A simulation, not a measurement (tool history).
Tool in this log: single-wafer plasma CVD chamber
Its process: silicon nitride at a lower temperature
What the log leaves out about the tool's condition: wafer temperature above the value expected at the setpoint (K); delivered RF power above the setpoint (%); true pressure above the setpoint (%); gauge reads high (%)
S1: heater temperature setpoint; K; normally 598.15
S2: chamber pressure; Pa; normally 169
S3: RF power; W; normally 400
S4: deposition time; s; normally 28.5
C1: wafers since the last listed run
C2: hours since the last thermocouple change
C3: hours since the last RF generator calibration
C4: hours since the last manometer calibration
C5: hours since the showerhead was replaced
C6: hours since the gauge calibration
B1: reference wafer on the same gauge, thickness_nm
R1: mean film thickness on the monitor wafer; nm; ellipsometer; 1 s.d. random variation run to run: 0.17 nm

run,day,S1,S2,S3,S4,C1,C2,C3,C4,C5,C6,B1,R1
1,0.000,598.15,169,400,28.5,0,2586.8,1092.8,1130.1,5508.6,326.2,40.722,36.742
2,0.533,598.15,169,400,28.5,231,2599.6,1105.6,1142.9,5521.4,339.0,40.689,36.475
# day 1.221: thermocouple changed; heater temperature recalibrated
# day 1.571: capacitance manometer re-zeroed and calibrated
3,1.592,598.15,169,400,28.5,169,8.9,1131.0,0.5,5546.8,364.4,40.634,36.406
4,1.850,598.15,169,400,28.5,111,15.1,1137.2,6.7,5553.0,370.6,40.685,36.494
5,2.479,586.15,197,345,24.1,272,30.2,1152.3,21.8,5568.1,385.7,40.766,30.205
6,3.125,587.15,143,400,28.5,279,45.7,1167.8,37.3,5583.6,401.2,40.678,34.111
7,3.512,598.15,169,400,28.5,167,55.0,1177.1,46.6,5592.9,410.5,40.726,36.359
8,4.133,598.15,169,400,28.5,268,69.9,1192.0,61.5,5607.8,425.4,40.734,36.355
9,4.750,604.15,169,460,33.5,267,84.7,1206.8,76.3,5622.6,440.2,40.715,46.370
# day 5.254: RF generator calibrated
10,5.275,585.15,169,400,28.5,83,97.3,0.5,88.9,5635.2,452.8,40.705,37.692
11,5.846,591.15,169,400,22.9,247,111.0,14.2,102.6,5648.9,466.5,40.712,30.331
12,6.467,604.15,169,375,28.5,268,125.9,29.1,117.5,5663.8,481.4,40.683,36.210
13,7.212,594.15,149,400,26.0,323,143.8,47.0,135.4,5681.7,499.3,40.735,32.484
14,7.896,598.15,169,400,28.5,295,160.2,63.4,151.8,5698.1,515.7,40.663,37.597
# day 8.346: gauge calibrated
15,8.367,598.15,151,325,24.0,203,171.5,74.7,163.1,5709.4,0.5,40.729,26.561
16,8.908,585.15,140,400,23.0,234,184.5,87.7,176.1,5722.4,13.5,40.699,28.127
17,9.200,598.15,169,400,28.5,126,191.5,94.7,183.1,5729.4,20.5,40.738,37.573
# day 10.004: showerhead replaced
18,10.025,604.15,169,400,28.5,212,211.3,114.5,202.9,0.5,40.3,40.685,37.557
19,10.362,598.15,169,370,28.5,146,219.4,122.6,211.0,8.6,48.4,40.707,35.590
20,10.700,598.15,169,400,28.5,146,227.5,130.7,219.1,16.7,56.5,40.743,37.657
21,11.112,598.15,169,400,28.5,178,237.4,140.6,229.0,26.6,66.4,40.702,37.365
22,11.608,598.15,169,400,28.5,214,249.3,152.5,240.9,38.5,78.3,40.695,37.853
23,12.254,598.15,169,400,28.5,279,264.8,168.0,256.4,54.0,93.8,40.727,37.226
24,12.508,598.15,169,335,28.5,110,270.9,174.1,262.5,60.1,99.9,40.687,33.763
25,12.879,611.15,169,400,28.5,160,279.8,183.0,271.4,69.0,108.8,40.766,37.450
26,14.388,586.15,209,400,28.5,653,316.0,219.2,307.6,105.2,145.0,40.692,40.586
27,15.050,598.15,169,400,28.5,286,331.9,235.1,323.5,121.1,160.9,40.706,37.516
28,15.696,593.15,169,325,28.5,279,347.4,250.6,339.0,136.6,176.4,40.667,32.919

Consider 5 possible next runs. They are alternatives, not a sequence: every one starts from the tool as it was left by run 28. What does each give?
A,15.712,598.15,169,400,28.5,7,347.8,251.0,339.4,137.0,176.8,?,?
B,15.712,598.15,169,400,24.0,7,347.8,251.0,339.4,137.0,176.8,?,?
C,15.712,592.15,185,400,28.5,7,347.8,251.0,339.4,137.0,176.8,?,?
D,15.712,585.15,141,425,32.0,7,347.8,251.0,339.4,137.0,176.8,?,?
E,15.712,590.15,187,435,31.2,7,347.8,251.0,339.4,137.0,176.8,?,?

run,B1,R1
A,40.729,37.480
B,40.729,31.575
C,40.729,38.901
D,40.729,40.474
E,40.729,44.752
Without the tool's hidden state the same runs would have given:
run,R1
A,37.875
B,31.907
C,39.312
D,40.901
E,45.224
